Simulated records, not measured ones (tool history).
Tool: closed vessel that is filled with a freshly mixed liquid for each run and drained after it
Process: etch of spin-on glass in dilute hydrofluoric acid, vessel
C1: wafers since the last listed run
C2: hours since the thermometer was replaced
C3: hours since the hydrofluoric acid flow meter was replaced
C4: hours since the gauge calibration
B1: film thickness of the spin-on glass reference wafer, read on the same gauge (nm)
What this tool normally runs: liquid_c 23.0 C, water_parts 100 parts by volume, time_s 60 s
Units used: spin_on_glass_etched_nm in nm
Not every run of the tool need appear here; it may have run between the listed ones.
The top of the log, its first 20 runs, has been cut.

Run 21, hour 1096.2: usual settings but liquid_c 26.5 C, water_parts 145 parts by volume, time_s 85 s; C1 3628; C2 262.8; C3 103.2; C4 675.6; B1 49.98. Result: spin_on_glass_etched_nm 19.62 nm.
Run 22, hour 1145.2: usual settings; C1 5354; C2 311.8; C3 152.2; C4 724.6; B1 49.99. Result: spin_on_glass_etched_nm 18.44 nm.
Run 23, hour 1192.9: usual settings but liquid_c 24.5 C, water_parts 125 parts by volume, time_s 30 s; C1 5212; C2 359.5; C3 199.9; C4 772.3; B1 49.96. Result: spin_on_glass_etched_nm 7.66 nm.
Run 24, hour 1217.5: usual settings but liquid_c 26.0 C, water_parts 70 parts by volume, time_s 30 s; C1 2688; C2 384.1; C3 224.5; C4 796.9; B1 50.00. Result: spin_on_glass_etched_nm 15.50 nm.
Run 25, hour 1265.9: usual settings; C1 5289; C2 432.5; C3 272.9; C4 845.3; B1 49.99. Result: spin_on_glass_etched_nm 18.68 nm.
Run 26, hour 1326.8: usual settings but liquid_c 19.5 C, water_parts 125 parts by volume, time_s 40 s; C1 6655; C2 493.4; C3 333.8; C4 906.2; B1 50.00. Result: spin_on_glass_etched_nm 8.35 nm.
At hour 1330.8: thermometer replaced.
Run 27, hour 1358.0: usual settings; C1 3300; C2 27.2; C3 365.0; C4 937.4; B1 50.00. Result: spin_on_glass_etched_nm 17.61 nm.
Run 28, hour 1413.6: usual settings but water_parts 135 parts by volume, time_s 35 s; C1 6076; C2 82.8; C3 420.6; C4 993.0; B1 50.00. Result: spin_on_glass_etched_nm 7.34 nm.
Run 29, hour 1448.9: usual settings but water_parts 140 parts by volume, time_s 85 s; C1 3857; C2 118.1; C3 455.9; C4 1028.3; B1 49.98. Result: spin_on_glass_etched_nm 16.73 nm.
Run 30, hour 1501.1: usual settings but water_parts 120 parts by volume, time_s 45 s; C1 5704; C2 170.3; C3 508.1; C4 1080.5; B1 50.04. Result: spin_on_glass_etched_nm 10.97 nm.
Run 31, hour 1530.6: usual settings but liquid_c 28.0 C, water_parts 135 parts by volume, time_s 85 s; C1 3223; C2 199.8; C3 537.6; C4 1110.0; B1 50.02. Result: spin_on_glass_etched_nm 21.49 nm.
Run 32, hour 1555.3: usual settings; C1 2699; C2 224.5; C3 562.3; C4 1134.7; B1 50.00. Result: spin_on_glass_etched_nm 17.65 nm.
Run 33, hour 1589.3: usual settings but water_parts 115 parts by volume; C1 3715; C2 258.5; C3 596.3; C4 1168.7; B1 50.00. Result: spin_on_glass_etched_nm 15.08 nm.
Run 34, hour 1650.6: usual settings but liquid_c 25.5 C; C1 6699; C2 319.8; C3 657.6; C4 1230.0; B1 50.02. Result: spin_on_glass_etched_nm 19.76 nm.

Here are 3 independent what-if runs from the current tool condition. What would each one return?
Run A, hour 1651.3: usual settings but time_s 50 s; C1 76; C2 320.5; C3 658.3; C4 1230.7; B1 ?. Result: spin_on_glass_etched_nm ?.
Run B, hour 1651.3: usual settings but water_parts 80 parts by volume, time_s 80 s; C1 76; C2 320.5; C3 658.3; C4 1230.7; B1 ?. Result: spin_on_glass_etched_nm ?.
Run C, hour 1651.3: usual settings but liquid_c 18.5 C; C1 76; C2 320.5; C3 658.3; C4 1230.7; B1 ?. Result: spin_on_glass_etched_nm ?.

run     B1  spin_on_glass_etched_nm
  A  50.00                    14.89
  B  50.00                    30.58
  C  50.00                    14.90
What these runs would have given with no unlogged condition in the tool:
run  spin_on_glass_etched_nm
  A                    15.50
  B                    31.77
  C                    15.48

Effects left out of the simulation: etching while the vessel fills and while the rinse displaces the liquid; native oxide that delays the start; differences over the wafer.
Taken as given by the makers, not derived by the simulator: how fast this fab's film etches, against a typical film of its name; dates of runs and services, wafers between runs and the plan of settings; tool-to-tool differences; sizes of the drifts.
